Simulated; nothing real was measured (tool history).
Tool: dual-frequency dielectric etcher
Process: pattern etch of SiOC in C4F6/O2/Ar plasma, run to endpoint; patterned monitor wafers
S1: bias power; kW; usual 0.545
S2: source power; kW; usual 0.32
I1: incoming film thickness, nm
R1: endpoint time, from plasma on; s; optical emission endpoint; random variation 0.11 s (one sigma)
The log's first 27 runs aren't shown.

| run | hour | S1 | S2 | I1 | R1 |
|---|---|---|---|---|---|
| 28 | 2178.7 | 0.545 | 0.32 | 40.6 | 14.5 |
|  | 2495.7 | wet clean of the chamber |
| 29 | 2501.1 | 0.614 | 0.25 | 40.66 | 15 |
| 30 | 2794.6 | 0.545 | 0.32 | 41.1 | 14.9 |
| 31 | 2887.3 | 0.46 | 0.27 | 40.78 | 16.8 |
| 32 | 2956.5 | 0.492 | 0.27 | 40.27 | 15.9 |
|  | 3030.3 | source power generator calibrated |
| 33 | 3059.4 | 0.624 | 0.39 | 40.98 | 12.9 |
| 34 | 3118.1 | 0.451 | 0.32 | 40.8 | 16 |
| 35 | 3181.1 | 0.545 | 0.32 | 40.5 | 14.5 |

Forecast each of these 4 alternatives for the next run:
| A | 3181.5 | 0.545 | 0.32 | 40.62 | ? |
| B | 3181.5 | 0.545 | 0.25 | 40.62 | ? |
| C | 3181.5 | 0.419 | 0.36 | 40.62 | ? |
| D | 3181.5 | 0.625 | 0.25 | 40.62 | ? |

| run | R1 |
|---|---|
| A | 14.5 |
| B | 15.4 |
| C | 16.2 |
| D | 14.4 |
Without the tool's hidden state the same runs would have given:
| run | R1 |
|---|---|
| A | 15 |
| B | 15.9 |
| C | 16.6 |
| D | 14.8 |
